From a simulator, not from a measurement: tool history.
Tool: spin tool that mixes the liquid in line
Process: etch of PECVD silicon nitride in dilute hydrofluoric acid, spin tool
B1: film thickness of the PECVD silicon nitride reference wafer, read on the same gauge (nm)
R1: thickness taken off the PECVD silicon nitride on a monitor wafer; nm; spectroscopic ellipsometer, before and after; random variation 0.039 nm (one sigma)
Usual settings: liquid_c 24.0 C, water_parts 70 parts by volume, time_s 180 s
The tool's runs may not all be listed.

run 1 day=0.000 | liquid_c=24.0 water_parts=70 time_s=180 | B1=117.60 | R1=7.29
run 2 day=2.688 | liquid_c=24.0 water_parts=70 time_s=180 | B1=117.26 | R1=7.24
run 3 day=5.342 | liquid_c=24.0 water_parts=70 time_s=180 | B1=116.99 | R1=7.26
run 4 day=6.708 | liquid_c=28.0 water_parts=70 time_s=180 | B1=116.90 | R1=9.41
run 5 day=8.492 | liquid_c=28.0 water_parts=70 time_s=180 | B1=116.76 | R1=9.36
run 6 day=11.050 | liquid_c=24.0 water_parts=70 time_s=240 | B1=116.63 | R1=9.69
run 7 day=13.500 | liquid_c=24.0 water_parts=70 time_s=240 | B1=116.48 | R1=9.67
run 8 day=16.012 | liquid_c=24.0 water_parts=70 time_s=240 | B1=116.36 | R1=9.56
run 9 day=17.742 | liquid_c=24.0 water_parts=70 time_s=180 | B1=116.31 | R1=7.28
-- day=17.929 thermometer replaced
run 10 day=18.950 | liquid_c=24.0 water_parts=70 time_s=285 | B1=116.28 | R1=11.46
run 11 day=26.612 | liquid_c=25.5 water_parts=95 time_s=285 | B1=116.14 | R1=9.33
-- day=28.358 gauge calibrated
-- day=29.167 hydrofluoric acid flow meter replaced
run 12 day=29.521 | liquid_c=26.5 water_parts=70 time_s=220 | B1=119.80 | R1=10.66
run 13 day=31.504 | liquid_c=24.0 water_parts=70 time_s=240 | B1=119.25 | R1=9.83
run 14 day=37.125 | liquid_c=24.0 water_parts=70 time_s=180 | B1=118.18 | R1=7.28
run 15 day=40.038 | liquid_c=28.5 water_parts=70 time_s=235 | B1=117.81 | R1=12.92
run 16 day=42.904 | liquid_c=24.0 water_parts=70 time_s=180 | B1=117.49 | R1=7.30
run 17 day=44.733 | liquid_c=22.5 water_parts=70 time_s=180 | B1=117.31 | R1=6.60
run 18 day=47.383 | liquid_c=20.5 water_parts=55 time_s=90 | B1=117.12 | R1=3.67
run 19 day=48.800 | liquid_c=28.0 water_parts=50 time_s=280 | B1=117.07 | R1=20.53

Forecast each of these 5 alternatives for the next run:
run A day=48.821 | liquid_c=19.5 water_parts=70 time_s=180 | B1=? | R1=?
run B day=48.821 | liquid_c=25.5 water_parts=70 time_s=130 | B1=? | R1=?
run C day=48.821 | liquid_c=26.5 water_parts=80 time_s=85 | B1=? | R1=?
run D day=48.821 | liquid_c=20.5 water_parts=45 time_s=255 | B1=? | R1=?
run E day=48.821 | liquid_c=27.0 water_parts=40 time_s=180 | B1=? | R1=?

run=A B1=117.05 R1=5.39
run=B B1=117.05 R1=5.84
run=C B1=117.05 R1=3.58
run=D B1=117.05 R1=12.59
run=E B1=117.05 R1=15.50
Without the tool's hidden state the same runs would have given:
run=A R1=5.53
run=B R1=5.99
run=C R1=3.67
run=D R1=12.91
run=E R1=15.88
